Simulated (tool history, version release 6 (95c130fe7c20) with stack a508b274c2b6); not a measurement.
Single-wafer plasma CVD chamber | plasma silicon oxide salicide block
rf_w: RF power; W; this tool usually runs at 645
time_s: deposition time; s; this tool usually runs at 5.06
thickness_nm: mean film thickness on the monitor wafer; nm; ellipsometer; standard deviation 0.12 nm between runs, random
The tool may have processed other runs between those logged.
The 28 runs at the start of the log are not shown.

run     day  rf_w  time_s  wafers since the last listed run  hours since the last RF generator calibration  hours since the showerhead was replaced  hours since the gauge calibration  read-back reference wafer on the same gauge, thickness_nm  thickness_nm
     57.404  -- showerhead replaced, of another model than before
 29  57.617   695    5.06                              1548                                          465.4                                      5.1                              104.6                                                     53.773        50.848
 30  60.504   645    5.06                              2180                                          534.7                                     74.4                              173.9                                                     53.749        49.724
 31  62.338   765    4.78                              1384                                          578.7                                    118.4                              217.9                                                     53.811        49.135
 32  64.212   645    5.06                              1416                                          623.7                                    163.4                              262.9                                                     53.828        49.935
 33  67.012   710    5.98                              2114                                          690.9                                    230.6                              330.1                                                     53.773        60.083
 34  68.129   740    4.24                               843                                          717.7                                    257.4                              356.9                                                     53.768        43.317
 35  69.954   645    5.06                              1378                                          761.5                                    301.2                              400.7                                                     53.806        49.542
 36  71.308   530    4.42                              1022                                          794.0                                    333.7                              433.2                                                     53.819        41.277
 37  72.904   695    5.58                              1205                                          832.3                                    372.0                              471.5                                                     53.824        55.913
 38  75.658   570    4.08                              2080                                          898.4                                    438.1                              537.6                                                     53.767        38.628
 39  76.946   645    5.06                               972                                          929.3                                    469.0                              568.5                                                     53.802        49.573
 40  79.325   595    5.06                              1797                                          986.4                                    526.1                              625.6                                                     53.823        48.688
 41  81.350   740    5.92                              1529                                         1035.0                                    574.7                              674.2                                                     53.863        60.120
 42  84.233   645    4.39                              2177                                         1104.2                                    643.9                              743.4                                                     53.749        42.802
 43  86.221   610    6.02                              1501                                         1151.9                                    691.6                              791.1                                                     53.801        58.095
 44  87.821   700    5.06                              1208                                         1190.3                                    730.0                              829.5                                                     53.838        50.575
 45  89.762   605    5.47                              1466                                         1236.9                                    776.6                              876.1                                                     53.772        52.486

3 ways to go on from here, each from the tool as it stands after run 45. What would each give?
  A  89.779   645    4.22                                12                                         1237.3                                    777.0                              876.5                                                          ?             ?
  B  89.779   610    5.46                                12                                         1237.3                                    777.0                              876.5                                                          ?             ?
  C  89.779   645    4.65                                12                                         1237.3                                    777.0                              876.5                                                          ?             ?

run  read-back reference wafer on the same gauge, thickness_nm  thickness_nm
  A                                                     53.787        41.080
  B                                                     53.787        52.346
  C                                                     53.787        45.266
Stripped of hidden state, with their random variation kept, the same runs would have yielded:
run  thickness_nm
  A        41.799
  B        53.263
  C        46.059
